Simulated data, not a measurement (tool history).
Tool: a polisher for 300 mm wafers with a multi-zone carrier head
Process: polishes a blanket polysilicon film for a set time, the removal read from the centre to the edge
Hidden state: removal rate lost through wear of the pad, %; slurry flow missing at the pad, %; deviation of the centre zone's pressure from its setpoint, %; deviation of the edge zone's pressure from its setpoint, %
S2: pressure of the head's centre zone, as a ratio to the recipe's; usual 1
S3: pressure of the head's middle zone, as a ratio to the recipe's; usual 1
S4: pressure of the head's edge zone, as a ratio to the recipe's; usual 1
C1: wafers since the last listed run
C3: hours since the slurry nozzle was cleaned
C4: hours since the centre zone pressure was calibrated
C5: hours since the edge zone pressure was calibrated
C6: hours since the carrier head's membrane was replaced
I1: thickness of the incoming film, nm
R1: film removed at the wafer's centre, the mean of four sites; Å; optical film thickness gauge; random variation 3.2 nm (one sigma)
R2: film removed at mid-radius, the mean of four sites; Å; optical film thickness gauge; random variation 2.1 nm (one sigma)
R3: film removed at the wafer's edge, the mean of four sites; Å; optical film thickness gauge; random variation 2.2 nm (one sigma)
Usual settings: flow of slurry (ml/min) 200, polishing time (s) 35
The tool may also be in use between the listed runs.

run 1 hour=0 | flow_of_slurry_(ml/min)=240 S2=1 S3=1 S4=1 polishing_time_(s)=35 | C1=0 wafers_polished_on_this_pad=52 C3=100.1 C4=201.1 C5=323.7 C6=597.9 | I1=1689.5 | R1=3389 R2=3318 R3=3456
-- hour=53.4 carrier head's membrane replaced by a new one
run 2 hour=53.9 | flow_of_slurry_(ml/min)=240 S2=1 S3=1 S4=1 polishing_time_(s)=35 | C1=366 wafers_polished_on_this_pad=418 C3=154 C4=255 C5=377.6 C6=0.5 | I1=1684 | R1=3270 R2=3273 R3=3337
run 3 hour=97.1 | flow_of_slurry_(ml/min)=240 S2=1 S3=1 S4=1 polishing_time_(s)=35 | C1=323 wafers_polished_on_this_pad=742 C3=197.2 C4=298.2 C5=420.8 C6=43.7 | I1=1670.5 | R1=3204 R2=3221 R3=3272
run 4 hour=139.3 | flow_of_slurry_(ml/min)=235 S2=1 S3=0.96 S4=1 polishing_time_(s)=35 | C1=316 wafers_polished_on_this_pad=1059 C3=239.4 C4=340.4 C5=463 C6=85.9 | I1=1681.1 | R1=3062 R2=2967 R3=3228
run 5 hour=189.5 | flow_of_slurry_(ml/min)=225 S2=1 S3=1 S4=0.97 polishing_time_(s)=35 | C1=376 wafers_polished_on_this_pad=1435 C3=289.6 C4=390.6 C5=513.2 C6=136.1 | I1=1695 | R1=2890 R2=2906 R3=3056
-- hour=231.6 slurry nozzle cleaned
run 6 hour=232.2 | flow_of_slurry_(ml/min)=200 S2=1 S3=1 S4=1 polishing_time_(s)=35 | C1=312 wafers_polished_on_this_pad=1747 C3=0.6 C4=433.3 C5=555.9 C6=178.8 | I1=1676.2 | R1=3064 R2=3000 R3=3101
-- hour=285.8 worn pad replaced by a new one
run 7 hour=293.5 | flow_of_slurry_(ml/min)=200 S2=1 S3=1 S4=1 polishing_time_(s)=35 | C1=429 wafers_polished_on_this_pad=57 C3=61.9 C4=494.6 C5=617.2 C6=240.1 | I1=1668.9 | R1=3181 R2=3249 R3=3324
-- hour=306.9 centre zone pressure recalibrated
run 8 hour=337.7 | flow_of_slurry_(ml/min)=200 S2=1 S3=1 S4=1 polishing_time_(s)=35 | C1=316 wafers_polished_on_this_pad=373 C3=106.1 C4=30.8 C5=661.4 C6=284.3 | I1=1690.3 | R1=3177 R2=3152 R3=3286
run 9 hour=426.2 | flow_of_slurry_(ml/min)=200 S2=0.95 S3=1 S4=1.05 polishing_time_(s)=35 | C1=663 wafers_polished_on_this_pad=1037 C3=194.6 C4=119.3 C5=749.9 C6=372.8 | I1=1714.3 | R1=2798 R2=2981 R3=3219
run 10 hour=464.2 | flow_of_slurry_(ml/min)=225 S2=1.05 S3=0.96 S4=1 polishing_time_(s)=35 | C1=284 wafers_polished_on_this_pad=1322 C3=232.6 C4=157.3 C5=787.9 C6=410.8 | I1=1687.1 | R1=3147 R2=2901 R3=3134
-- hour=484.8 edge zone pressure recalibrated
run 11 hour=536.3 | flow_of_slurry_(ml/min)=150 S2=1.12 S3=1 S4=1.06 polishing_time_(s)=35 | C1=525 wafers_polished_on_this_pad=1847 C3=304.7 C4=229.4 C5=51.5 C6=482.9 | I1=1703.8 | R1=2612 R2=2395 R3=2752
-- hour=563.9 slurry nozzle cleaned
-- hour=615.5 carrier head's membrane replaced by a new one
-- hour=627.6 worn pad replaced by a new one
run 12 hour=628.1 | flow_of_slurry_(ml/min)=200 S2=1 S3=1 S4=1 polishing_time_(s)=35 | C1=613 wafers_polished_on_this_pad=3 C3=64.2 C4=321.2 C5=143.3 C6=12.6 | I1=1654.1 | R1=3347 R2=3311 R3=3432
run 13 hour=664.1 | flow_of_slurry_(ml/min)=200 S2=1 S3=1 S4=1 polishing_time_(s)=35 | C1=269 wafers_polished_on_this_pad=273 C3=100.2 C4=357.2 C5=179.3 C6=48.6 | I1=1675.7 | R1=3191 R2=3205 R3=3343
run 14 hour=770.3 | flow_of_slurry_(ml/min)=200 S2=1.12 S3=1 S4=1 polishing_time_(s)=35 | C1=796 wafers_polished_on_this_pad=1069 C3=206.4 C4=463.4 C5=285.5 C6=154.8 | I1=1667.4 | R1=3420 R2=3021 R3=3181
run 15 hour=842.2 | flow_of_slurry_(ml/min)=200 S2=1 S3=1 S4=0.94 polishing_time_(s)=26 | C1=538 wafers_polished_on_this_pad=1608 C3=278.3 C4=535.3 C5=357.4 C6=226.7 | I1=1693 | R1=2121 R2=2152 R3=2200
-- hour=879.9 slurry nozzle cleaned
run 16 hour=901.5 | flow_of_slurry_(ml/min)=200 S2=1 S3=1 S4=1 polishing_time_(s)=46 | C1=437 wafers_polished_on_this_pad=2045 C3=21.6 C4=594.6 C5=416.7 C6=286 | I1=1699.5 | R1=3967 R2=3962 R3=4131
-- hour=919.7 worn pad replaced by a new one
-- hour=920.6 centre zone pressure recalibrated
run 17 hour=1007.8 | flow_of_slurry_(ml/min)=145 S2=0.93 S3=1 S4=1 polishing_time_(s)=25 | C1=760 wafers_polished_on_this_pad=653 C3=127.9 C4=87.2 C5=523 C6=392.3 | I1=1681.4 | R1=1927 R2=2103 R3=2236
run 18 hour=1084.8 | flow_of_slurry_(ml/min)=240 S2=1 S3=1 S4=1 polishing_time_(s)=35 | C1=577 wafers_polished_on_this_pad=1230 C3=204.9 C4=164.2 C5=600 C6=469.3 | I1=1656.5 | R1=3191 R2=3113 R3=3271
run 19 hour=1152.7 | flow_of_slurry_(ml/min)=150 S2=1 S3=1 S4=1 polishing_time_(s)=41 | C1=508 wafers_polished_on_this_pad=1739 C3=272.8 C4=232.1 C5=667.9 C6=537.2 | I1=1646.2 | R1=3017 R2=3079 R3=3349
-- hour=1171.1 carrier head's membrane replaced by a new one
-- hour=1183.2 slurry nozzle cleaned
run 20 hour=1211.1 | flow_of_slurry_(ml/min)=200 S2=1 S3=1 S4=1 polishing_time_(s)=35 | C1=392 wafers_polished_on_this_pad=2132 C3=27.9 C4=290.5 C5=726.3 C6=40 | I1=1672.8 | R1=3064 R2=3019 R3=3111
run 21 hour=1254.5 | flow_of_slurry_(ml/min)=200 S2=1.07 S3=1 S4=1 polishing_time_(s)=35 | C1=325 wafers_polished_on_this_pad=2457 C3=71.3 C4=333.9 C5=769.7 C6=83.4 | I1=1683.4 | R1=3236 R2=2969 R3=3056
-- hour=1266.6 edge zone pressure recalibrated
-- hour=1286.8 worn pad replaced by a new one
run 22 hour=1334.8 | flow_of_slurry_(ml/min)=200 S2=1 S3=1 S4=1 polishing_time_(s)=35 | C1=556 wafers_polished_on_this_pad=359 C3=151.6 C4=414.2 C5=68.2 C6=163.7 | I1=1668.3 | R1=3179 R2=3161 R3=3341

The tool's hidden state at each run:
deviation of the centre zone's pressure from its setpoint, %: 0 in every run
deviation of the edge zone's pressure from its setpoint, %: 0 in every run
H1: removal rate lost through wear of the pad, %
H2: slurry flow missing at the pad, %
run=1 H1=1.12 H2=5.24
run=2 H1=2.71 H2=10.5
run=3 H1=3.98 H2=16.2
run=4 H1=5.22 H2=23.2
run=5 H1=6.7 H2=33.3
run=6 H1=7.96 H2=8.94
run=7 H1=1.16 H2=10.4
run=8 H1=2.47 H2=13.2
run=9 H1=5.07 H2=23.3
run=10 H1=6.2 H2=29.5
run=11 H1=8.32 H2=44.3
run=12 H1=0.117 H2=3.61
run=13 H1=1.18 H2=5.86
run=14 H1=4.31 H2=18.2
run=15 H1=6.43 H2=31.5
run=16 H1=8.18 H2=3.69
run=17 H1=2.66 H2=9.73
run=18 H1=4.93 H2=19.5
run=19 H1=6.93 H2=31.8
run=20 H1=8.66 H2=3.34
run=21 H1=9.94 H2=4.98
run=22 H1=1.84 H2=11.8
